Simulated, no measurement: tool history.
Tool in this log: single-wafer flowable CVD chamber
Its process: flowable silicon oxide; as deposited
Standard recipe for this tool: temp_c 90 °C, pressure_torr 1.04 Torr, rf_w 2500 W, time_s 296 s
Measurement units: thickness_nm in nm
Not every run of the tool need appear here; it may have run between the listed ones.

run    hour  temp_c  pressure_torr  rf_w  time_s  read-back reference wafer on the same gauge, thickness_nm  thickness_nm
  1       0      90           1.04  2690     296                                                    293.247       353.509
  2      48      90           1.04  2500     296                                                    293.488       351.849
  3   106.7      90           1.04  2500     296                                                    293.504        351.46
  4   207.5      90           1.04  2670     296                                                    293.606       354.628
  5     285      90           1.04  2670     296                                                    294.435       353.369
  6   329.4      90           1.04  2500     296                                                    294.368       353.877
  7   411.5      90           1.04  2500     296                                                    294.909       349.067
  8   518.9      90           1.04  2500     296                                                    294.759       352.448
  9   570.2      90           1.04  2500     313                                                    295.631       373.611
      615.1  -- capacitance manometer re-zeroed and calibrated
 10   673.9      83           1.04  2500     296                                                    296.949       428.636
 11   752.3      90           1.04  2500     296                                                    296.723       352.027
 12   856.1      90           1.18  2105     296                                                    298.032       390.123
 13     899      98           0.93  2500     296                                                    298.348       251.251
 14   939.5      90           1.29  2165     296                                                    298.738       427.782
 15    1039      90           1.04  2500     296                                                     299.64       355.859
 16  1130.3      85           0.81  2500     352                                                    300.611       374.442
     1185.5  -- thermocouple changed; heater temperature recalibrated
 17  1215.8      90           1.04  2500     296                                                    302.158       361.741
 18  1267.9     100           0.92  2050     352                                                    302.462       272.592
 19    1309      84           1.11  2980     269                                                    303.469       417.766

What will run 20 give?
     1327  -- gauge calibrated
     1356.9  -- showerhead replaced
 20  1406      90           1.04  2500     296                                                          ?             ?

{"run 20": {"read-back reference wafer on the same gauge, thickness_nm": 290.748, "thickness_nm": 347.234}}
The same run, on a tool lacking any hidden state, would have yielded thickness_nm 348.095 nm.
